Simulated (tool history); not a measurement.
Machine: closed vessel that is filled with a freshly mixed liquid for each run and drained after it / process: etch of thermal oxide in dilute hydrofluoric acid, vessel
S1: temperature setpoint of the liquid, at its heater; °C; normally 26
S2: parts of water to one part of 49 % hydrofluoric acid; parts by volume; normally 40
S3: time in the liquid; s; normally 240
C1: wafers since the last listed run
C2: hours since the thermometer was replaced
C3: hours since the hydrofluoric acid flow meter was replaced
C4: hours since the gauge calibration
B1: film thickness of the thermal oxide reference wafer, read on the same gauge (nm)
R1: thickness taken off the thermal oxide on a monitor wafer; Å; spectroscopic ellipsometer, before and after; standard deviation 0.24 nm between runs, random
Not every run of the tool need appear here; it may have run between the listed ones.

run,hour,S1,S2,S3,C1,C2,C3,C4,B1,R1
1,0,26,30,345,0,1759.4,948.7,580.3,30.02,702.5
2,161,26,40,240,19138,1920.4,1109.7,741.3,30.01,369.3
3,226,26,40,240,7726,1985.4,1174.7,806.3,30,364.1
4,265.2,26,40,240,4659,2024.6,1213.9,845.5,30.01,363
5,335,26,40,240,8297,2094.4,1283.7,915.3,30,361.1
6,377.7,26,40,240,5075,2137.1,1326.4,958,29.98,360.6
# hour 399.8: thermometer replaced
7,480,26,40,240,12041,80.2,1428.7,1060.3,30,329.8
8,580.9,22.5,30,170,11994,181.1,1529.6,1161.2,30,270.7
9,659.6,26,40,240,9355,259.8,1608.3,1239.9,29.99,323
10,737.3,28.5,35,95,9236,337.5,1686,1317.6,30,163.2
11,839,26,20,345,12089,439.2,1787.7,1419.3,30.02,958.9
# hour 854.9: gauge calibrated
# hour 949.4: hydrofluoric acid flow meter replaced
12,1141.2,27.5,40,240,35804,741.4,191.8,286.3,29.95,388
13,1181.2,26,40,385,4754,781.4,231.8,326.3,29.97,584.5
14,1288.5,26,40,240,12755,888.7,339.1,433.6,30.01,358.1

Consider 3 possible next runs. They are alternatives, not a sequence: every one starts from the tool as it was left by run 14. What does each give?
A,1289.2,26,40,240,83,889.4,339.8,434.3,?,?
B,1289.2,21.5,60,175,83,889.4,339.8,434.3,?,?
C,1289.2,26,30,115,83,889.4,339.8,434.3,?,?

run,B1,R1
A,29.99,362.6
B,29.99,142.7
C,29.99,235.1
Take away the tool's hidden state, keep each run's random variation, and the runs would have read:
run,R1
A,353.8
B,139.1
C,229.2

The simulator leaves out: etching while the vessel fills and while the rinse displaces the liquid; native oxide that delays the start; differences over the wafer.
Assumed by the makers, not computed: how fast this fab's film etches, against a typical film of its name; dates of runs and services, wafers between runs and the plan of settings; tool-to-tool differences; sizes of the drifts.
